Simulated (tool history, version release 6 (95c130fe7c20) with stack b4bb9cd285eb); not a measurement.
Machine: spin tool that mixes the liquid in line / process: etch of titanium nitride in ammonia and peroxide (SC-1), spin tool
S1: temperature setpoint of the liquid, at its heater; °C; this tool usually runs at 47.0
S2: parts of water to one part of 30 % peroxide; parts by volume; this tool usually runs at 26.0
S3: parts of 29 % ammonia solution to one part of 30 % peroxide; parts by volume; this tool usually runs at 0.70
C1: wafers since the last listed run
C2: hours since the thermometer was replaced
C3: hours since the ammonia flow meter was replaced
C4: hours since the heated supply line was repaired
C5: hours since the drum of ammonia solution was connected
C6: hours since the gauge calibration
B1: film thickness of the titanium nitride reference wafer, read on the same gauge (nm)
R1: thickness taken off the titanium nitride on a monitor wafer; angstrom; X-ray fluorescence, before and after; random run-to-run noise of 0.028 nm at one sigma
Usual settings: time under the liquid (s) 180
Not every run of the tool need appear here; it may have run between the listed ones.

run 1 day=0.000 | S1=47.0 S2=26.0 S3=0.70 time_under_the_liquid_(s)=180 | C1=0 C2=229.5 C3=904.6 C4=106.2 C5=440.7 C6=784.0 | B1=127.78 | R1=60.5
run 2 day=6.800 | S1=47.0 S2=26.0 S3=0.55 time_under_the_liquid_(s)=180 | C1=862 C2=392.7 C3=1067.8 C4=269.4 C5=603.9 C6=947.2 | B1=127.31 | R1=57.6
run 3 day=9.396 | S1=47.0 S2=26.0 S3=0.55 time_under_the_liquid_(s)=180 | C1=329 C2=455.0 C3=1130.1 C4=331.7 C5=666.2 C6=1009.5 | B1=127.19 | R1=58.1
run 4 day=13.567 | S1=47.0 S2=26.0 S3=0.55 time_under_the_liquid_(s)=180 | C1=528 C2=555.1 C3=1230.2 C4=431.8 C5=766.3 C6=1109.6 | B1=126.88 | R1=57.5
-- day=15.279 new drum of ammonia solution connected
run 5 day=17.362 | S1=47.0 S2=21.5 S3=0.70 time_under_the_liquid_(s)=180 | C1=475 C2=646.2 C3=1321.3 C4=522.9 C5=50.0 C6=1200.7 | B1=126.69 | R1=67.6
run 6 day=21.538 | S1=47.0 S2=21.5 S3=0.70 time_under_the_liquid_(s)=180 | C1=529 C2=746.4 C3=1421.5 C4=623.1 C5=150.2 C6=1300.9 | B1=126.41 | R1=67.2
run 7 day=25.412 | S1=47.0 S2=21.5 S3=0.70 time_under_the_liquid_(s)=180 | C1=491 C2=839.4 C3=1514.5 C4=716.1 C5=243.2 C6=1393.9 | B1=126.15 | R1=66.7
run 8 day=29.121 | S1=47.0 S2=26.0 S3=0.70 time_under_the_liquid_(s)=180 | C1=470 C2=928.4 C3=1603.5 C4=805.1 C5=332.2 C6=1482.9 | B1=125.91 | R1=60.2
run 9 day=32.533 | S1=47.0 S2=26.0 S3=0.70 time_under_the_liquid_(s)=180 | C1=432 C2=1010.3 C3=1685.4 C4=887.0 C5=414.1 C6=1564.8 | B1=125.68 | R1=59.8
-- day=34.971 heated supply line repaired
run 10 day=36.438 | S1=47.0 S2=21.5 S3=0.70 time_under_the_liquid_(s)=180 | C1=489 C2=1104.0 C3=1779.1 C4=35.2 C5=507.8 C6=1658.5 | B1=125.42 | R1=66.7
run 11 day=40.517 | S1=47.0 S2=26.0 S3=0.70 time_under_the_liquid_(s)=180 | C1=517 C2=1201.9 C3=1877.0 C4=133.1 C5=605.7 C6=1756.4 | B1=125.14 | R1=59.6
run 12 day=43.225 | S1=55.0 S2=26.0 S3=0.60 time_under_the_liquid_(s)=180 | C1=343 C2=1266.9 C3=1942.0 C4=198.1 C5=670.7 C6=1821.4 | B1=124.99 | R1=100.3
-- day=44.862 new drum of ammonia solution connected
run 13 day=45.000 | S1=51.0 S2=26.0 S3=0.50 time_under_the_liquid_(s)=75 | C1=219 C2=1309.5 C3=1984.6 C4=240.7 C5=3.3 C6=1864.0 | B1=124.91 | R1=30.6
run 14 day=47.158 | S1=47.0 S2=26.0 S3=0.70 time_under_the_liquid_(s)=180 | C1=273 C2=1361.3 C3=2036.4 C4=292.5 C5=55.1 C6=1915.8 | B1=124.74 | R1=60.0
run 15 day=50.425 | S1=47.0 S2=38.0 S3=0.70 time_under_the_liquid_(s)=235 | C1=414 C2=1439.7 C3=2114.8 C4=370.9 C5=133.5 C6=1994.2 | B1=124.49 | R1=62.2
-- day=51.838 ammonia flow meter replaced
run 16 day=54.029 | S1=47.0 S2=26.0 S3=0.70 time_under_the_liquid_(s)=180 | C1=451 C2=1526.2 C3=52.6 C4=457.4 C5=220.0 C6=2080.7 | B1=124.27 | R1=59.9
-- day=56.612 thermometer replaced
-- day=65.233 gauge calibrated
run 17 day=67.062 | S1=47.0 S2=26.0 S3=0.70 time_under_the_liquid_(s)=180 | C1=1646 C2=250.8 C3=365.4 C4=770.2 C5=532.8 C6=43.9 | B1=129.70 | R1=62.1
run 18 day=69.050 | S1=50.5 S2=34.0 S3=0.85 time_under_the_liquid_(s)=215 | C1=251 C2=298.5 C3=413.1 C4=817.9 C5=580.5 C6=91.6 | B1=129.60 | R1=83.6
run 19 day=71.829 | S1=47.0 S2=31.0 S3=0.70 time_under_the_liquid_(s)=270 | C1=352 C2=365.2 C3=479.8 C4=884.6 C5=647.2 C6=158.3 | B1=129.42 | R1=83.5
run 20 day=74.396 | S1=53.5 S2=19.5 S3=0.45 time_under_the_liquid_(s)=180 | C1=325 C2=426.8 C3=541.4 C4=946.2 C5=708.8 C6=219.9 | B1=129.30 | R1=105.5
-- day=75.083 heated supply line repaired
run 21 day=76.321 | S1=47.0 S2=30.5 S3=0.60 time_under_the_liquid_(s)=180 | C1=238 C2=473.0 C3=587.6 C4=29.7 C5=755.0 C6=266.1 | B1=129.15 | R1=54.6

Run 22, settings as shown, results not yet in. Your forecast:
-- day=79.300 new drum of ammonia solution connected
run 22 day=80.275 | S1=54.5 S2=26.0 S3=0.60 time_under_the_liquid_(s)=180 | C1=495 C2=567.9 C3=682.5 C4=124.6 C5=23.4 C6=361.0 | B1=? | R1=?

{"run 22": {"B1": 128.86, "R1": 100.6}}
Without the tool's hidden state the same run would have given R1 101.5 angstrom.
